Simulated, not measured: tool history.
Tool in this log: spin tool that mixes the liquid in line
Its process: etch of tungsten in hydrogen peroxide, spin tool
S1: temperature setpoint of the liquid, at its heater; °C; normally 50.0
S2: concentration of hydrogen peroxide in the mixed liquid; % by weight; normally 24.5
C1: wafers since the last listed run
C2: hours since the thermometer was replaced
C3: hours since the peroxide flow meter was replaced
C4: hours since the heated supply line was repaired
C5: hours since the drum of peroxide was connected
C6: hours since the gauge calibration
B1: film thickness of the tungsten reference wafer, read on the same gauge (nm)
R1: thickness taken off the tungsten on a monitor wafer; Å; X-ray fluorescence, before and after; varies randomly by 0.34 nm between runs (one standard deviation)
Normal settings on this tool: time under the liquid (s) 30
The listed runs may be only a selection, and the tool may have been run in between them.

run 1 day=0.000 | S1=50.0 S2=24.5 time_under_the_liquid_(s)=30 | C1=0 C2=1547.2 C3=951.8 C4=657.0 C5=79.9 C6=1019.4 | B1=89.99 | R1=347.8
run 2 day=2.658 | S1=45.5 S2=24.5 time_under_the_liquid_(s)=30 | C1=944 C2=1611.0 C3=1015.6 C4=720.8 C5=143.7 C6=1083.2 | B1=90.01 | R1=264.7
-- day=2.662 gauge calibrated
run 3 day=4.000 | S1=45.5 S2=24.5 time_under_the_liquid_(s)=30 | C1=476 C2=1643.2 C3=1047.8 C4=753.0 C5=175.9 C6=32.1 | B1=90.00 | R1=261.0
run 4 day=5.012 | S1=45.5 S2=24.5 time_under_the_liquid_(s)=30 | C1=359 C2=1667.5 C3=1072.1 C4=777.3 C5=200.2 C6=56.4 | B1=90.00 | R1=264.0
run 5 day=7.046 | S1=50.0 S2=24.5 time_under_the_liquid_(s)=30 | C1=722 C2=1716.3 C3=1120.9 C4=826.1 C5=249.0 C6=105.2 | B1=90.04 | R1=346.4
-- day=9.233 heated supply line repaired
run 6 day=10.029 | S1=50.0 S2=24.5 time_under_the_liquid_(s)=30 | C1=1045 C2=1787.9 C3=1192.5 C4=19.1 C5=320.6 C6=176.8 | B1=90.02 | R1=339.7
run 7 day=11.567 | S1=57.5 S2=27.0 time_under_the_liquid_(s)=15 | C1=546 C2=1824.8 C3=1229.4 C4=56.0 C5=357.5 C6=213.7 | B1=90.00 | R1=281.2
run 8 day=14.438 | S1=50.0 S2=24.5 time_under_the_liquid_(s)=30 | C1=1020 C2=1893.7 C3=1298.3 C4=124.9 C5=426.4 C6=282.6 | B1=89.99 | R1=341.4
run 9 day=17.212 | S1=50.0 S2=24.5 time_under_the_liquid_(s)=45 | C1=986 C2=1960.3 C3=1364.9 C4=191.5 C5=493.0 C6=349.2 | B1=90.02 | R1=515.8
run 10 day=19.079 | S1=44.5 S2=30.0 time_under_the_liquid_(s)=45 | C1=663 C2=2005.1 C3=1409.7 C4=236.3 C5=537.8 C6=394.0 | B1=90.01 | R1=403.6
run 11 day=21.550 | S1=50.0 S2=24.5 time_under_the_liquid_(s)=30 | C1=878 C2=2064.4 C3=1469.0 C4=295.6 C5=597.1 C6=453.3 | B1=90.00 | R1=343.6
run 12 day=22.967 | S1=44.5 S2=24.5 time_under_the_liquid_(s)=35 | C1=503 C2=2098.4 C3=1503.0 C4=329.6 C5=631.1 C6=487.3 | B1=90.02 | R1=275.4
-- day=24.738 thermometer replaced
run 13 day=24.958 | S1=53.0 S2=24.5 time_under_the_liquid_(s)=30 | C1=693 C2=5.3 C3=1550.8 C4=377.4 C5=678.9 C6=535.1 | B1=90.01 | R1=408.2
-- day=25.925 peroxide flow meter replaced
run 14 day=26.729 | S1=46.0 S2=24.5 time_under_the_liquid_(s)=35 | C1=614 C2=47.8 C3=19.3 C4=419.9 C5=721.4 C6=577.6 | B1=89.99 | R1=306.8
run 15 day=29.321 | S1=50.0 S2=24.5 time_under_the_liquid_(s)=30 | C1=921 C2=110.0 C3=81.5 C4=482.1 C5=783.6 C6=639.8 | B1=89.99 | R1=339.1

Predict the results of run 16:
run 16 day=31.317 | S1=58.5 S2=24.5 time_under_the_liquid_(s)=30 | C1=709 C2=157.9 C3=129.4 C4=530.0 C5=831.5 C6=687.7 | B1=? | R1=?

{"run 16": {"B1": 90.02, "R1": 546.1}}
The same run, on a tool lacking any hidden state, would have yielded R1 567.6 Å.
